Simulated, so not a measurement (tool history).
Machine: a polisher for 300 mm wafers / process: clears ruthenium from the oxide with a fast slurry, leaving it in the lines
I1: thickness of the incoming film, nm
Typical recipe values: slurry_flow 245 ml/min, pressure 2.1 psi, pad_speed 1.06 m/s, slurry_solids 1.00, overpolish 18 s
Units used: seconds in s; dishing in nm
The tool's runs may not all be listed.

{"run": 1, "hour": 0.0, "slurry_flow": 245, "pressure": 2.1, "pad_speed": 1.06, "slurry_solids": 1.1, "overpolish": 23, "I1": 247.7, "seconds": 69.1, "dishing": 66.5}
{"hour": 18.2, "done": "slurry blender recalibrated"}
{"run": 2, "hour": 88.9, "slurry_flow": 300, "pressure": 2.1, "pad_speed": 1.22, "slurry_solids": 1.0, "overpolish": 18, "I1": 251.5, "seconds": 63.1, "dishing": 60.9}
{"run": 3, "hour": 183.3, "slurry_flow": 300, "pressure": 2.1, "pad_speed": 1.22, "slurry_solids": 1.0, "overpolish": 18, "I1": 249.9, "seconds": 61.3, "dishing": 59.4}
{"run": 4, "hour": 233.9, "slurry_flow": 280, "pressure": 2.1, "pad_speed": 1.06, "slurry_solids": 0.75, "overpolish": 18, "I1": 253.4, "seconds": 88.6, "dishing": 44.6}
{"hour": 314.9, "done": "head pressure recalibrated"}
{"run": 5, "hour": 336.3, "slurry_flow": 245, "pressure": 2.1, "pad_speed": 1.42, "slurry_solids": 1.0, "overpolish": 18, "I1": 250.1, "seconds": 52.7, "dishing": 66.9}
{"run": 6, "hour": 419.4, "slurry_flow": 245, "pressure": 2.1, "pad_speed": 1.06, "slurry_solids": 1.0, "overpolish": 18, "I1": 250.8, "seconds": 72.5, "dishing": 50.4}
{"run": 7, "hour": 476.5, "slurry_flow": 245, "pressure": 2.1, "pad_speed": 1.06, "slurry_solids": 0.9, "overpolish": 18, "I1": 249.9, "seconds": 78.7, "dishing": 47.8}
{"hour": 528.7, "done": "worn pad replaced by a new one"}
{"run": 8, "hour": 557.3, "slurry_flow": 180, "pressure": 2.8, "pad_speed": 1.06, "slurry_solids": 1.0, "overpolish": 15, "I1": 252.4, "seconds": 56.2, "dishing": 56.6}
{"hour": 687.4, "done": "slurry nozzle cleaned"}
{"hour": 697.5, "done": "slurry blender recalibrated"}
{"run": 9, "hour": 762.2, "slurry_flow": 170, "pressure": 2.1, "pad_speed": 1.06, "slurry_solids": 1.0, "overpolish": 26, "I1": 246.6, "seconds": 74.3, "dishing": 69.4}
{"run": 10, "hour": 868.1, "slurry_flow": 215, "pressure": 2.7, "pad_speed": 0.88, "slurry_solids": 1.0, "overpolish": 18, "I1": 253.6, "seconds": 68.1, "dishing": 54.3}
{"run": 11, "hour": 913.8, "slurry_flow": 245, "pressure": 2.7, "pad_speed": 1.38, "slurry_solids": 1.0, "overpolish": 18, "I1": 250.7, "seconds": 44.2, "dishing": 80.8}
{"run": 12, "hour": 962.0, "slurry_flow": 245, "pressure": 2.1, "pad_speed": 0.7, "slurry_solids": 1.0, "overpolish": 18, "I1": 246.0, "seconds": 107.5, "dishing": 35.6}
{"run": 13, "hour": 1019.5, "slurry_flow": 275, "pressure": 2.1, "pad_speed": 0.82, "slurry_solids": 1.0, "overpolish": 18, "I1": 254.3, "seconds": 94.8, "dishing": 42.0}
{"run": 14, "hour": 1075.6, "slurry_flow": 245, "pressure": 2.1, "pad_speed": 1.06, "slurry_solids": 1.0, "overpolish": 18, "I1": 248.3, "seconds": 70.9, "dishing": 52.0}
{"hour": 1139.8, "done": "head pressure recalibrated"}
{"run": 15, "hour": 1140.7, "slurry_flow": 245, "pressure": 2.7, "pad_speed": 0.72, "slurry_solids": 1.1, "overpolish": 13, "I1": 248.2, "seconds": 79.2, "dishing": 36.4}
{"hour": 1204.7, "done": "worn pad replaced by a new one"}
{"run": 16, "hour": 1223.1, "slurry_flow": 275, "pressure": 2.1, "pad_speed": 1.06, "slurry_solids": 1.0, "overpolish": 18, "I1": 252.9, "seconds": 73.7, "dishing": 52.7}
{"run": 17, "hour": 1265.6, "slurry_flow": 245, "pressure": 2.1, "pad_speed": 1.06, "slurry_solids": 0.8, "overpolish": 29, "I1": 252.3, "seconds": 83.7, "dishing": 67.3}
{"run": 18, "hour": 1303.2, "slurry_flow": 245, "pressure": 2.1, "pad_speed": 1.06, "slurry_solids": 1.0, "overpolish": 18, "I1": 250.3, "seconds": 71.7, "dishing": 52.4}
{"hour": 1371.8, "done": "slurry nozzle cleaned"}
{"hour": 1531.6, "done": "slurry blender recalibrated"}
{"run": 19, "hour": 1554.8, "slurry_flow": 245, "pressure": 2.1, "pad_speed": 0.92, "slurry_solids": 0.8, "overpolish": 18, "I1": 245.5, "seconds": 94.7, "dishing": 40.7}
{"run": 20, "hour": 1605.6, "slurry_flow": 190, "pressure": 2.1, "pad_speed": 1.06, "slurry_solids": 1.0, "overpolish": 26, "I1": 252.4, "seconds": 74.0, "dishing": 68.5}
{"run": 21, "hour": 1659.6, "slurry_flow": 165, "pressure": 2.1, "pad_speed": 1.06, "slurry_solids": 1.0, "overpolish": 15, "I1": 248.7, "seconds": 74.1, "dishing": 43.7}
{"run": 22, "hour": 1747.5, "slurry_flow": 245, "pressure": 2.1, "pad_speed": 1.06, "slurry_solids": 0.75, "overpolish": 18, "I1": 248.4, "seconds": 87.8, "dishing": 43.9}
{"run": 23, "hour": 1785.4, "slurry_flow": 245, "pressure": 2.1, "pad_speed": 1.06, "slurry_solids": 1.0, "overpolish": 18, "I1": 250.2, "seconds": 74.8, "dishing": 52.3}
{"run": 24, "hour": 1847.6, "slurry_flow": 245, "pressure": 2.1, "pad_speed": 1.18, "slurry_solids": 1.0, "overpolish": 18, "I1": 248.5, "seconds": 65.8, "dishing": 57.8}
{"hour": 1945.6, "done": "worn pad replaced by a new one"}
{"run": 25, "hour": 1952.2, "slurry_flow": 245, "pressure": 2.1, "pad_speed": 1.06, "slurry_solids": 1.0, "overpolish": 18, "I1": 246.8, "seconds": 70.6, "dishing": 53.2}
{"hour": 2000.0, "done": "head pressure recalibrated"}
{"hour": 2117.7, "done": "slurry nozzle cleaned"}
{"run": 26, "hour": 2214.4, "slurry_flow": 245, "pressure": 2.1, "pad_speed": 0.7, "slurry_solids": 0.8, "overpolish": 18, "I1": 247.3, "seconds": 126.5, "dishing": 31.2}
{"hour": 2275.4, "done": "slurry blender recalibrated"}
{"run": 27, "hour": 2311.8, "slurry_flow": 245, "pressure": 1.5, "pad_speed": 1.36, "slurry_solids": 1.0, "overpolish": 18, "I1": 252.3, "seconds": 80.5, "dishing": 49.1}

Predict each of these 5 candidate next runs independently; none follows another, all start after run 27:
{"run": "A", "hour": 2312.3, "slurry_flow": 245, "pressure": 2.4, "pad_speed": 1.06, "slurry_solids": 1.0, "overpolish": 18, "I1": 248.0, "seconds": "?", "dishing": "?"}
{"run": "B", "hour": 2312.3, "slurry_flow": 245, "pressure": 2.1, "pad_speed": 1.06, "slurry_solids": 1.15, "overpolish": 12, "I1": 248.0, "seconds": "?", "dishing": "?"}
{"run": "C", "hour": 2312.3, "slurry_flow": 185, "pressure": 2.1, "pad_speed": 1.06, "slurry_solids": 1.0, "overpolish": 18, "I1": 248.0, "seconds": "?", "dishing": "?"}
{"run": "D", "hour": 2312.3, "slurry_flow": 245, "pressure": 2.6, "pad_speed": 1.06, "slurry_solids": 1.0, "overpolish": 18, "I1": 248.0, "seconds": "?", "dishing": "?"}
{"run": "E", "hour": 2312.3, "slurry_flow": 275, "pressure": 2.6, "pad_speed": 1.06, "slurry_solids": 1.0, "overpolish": 24, "I1": 248.0, "seconds": "?", "dishing": "?"}

run=A seconds=63.2 dishing=58.1
run=B seconds=67.1 dishing=38.4
run=C seconds=74.2 dishing=50.5
run=D seconds=58.4 dishing=62.2
run=E seconds=57.8 dishing=79.6
The same runs, with their run-to-run variation unchanged, on a tool lacking any hidden condition would have given:
run=A seconds=63.2 dishing=58.1
run=B seconds=67.1 dishing=38.4
run=C seconds=74.2 dishing=50.5
run=D seconds=58.4 dishing=62.2
run=E seconds=57.8 dishing=79.6
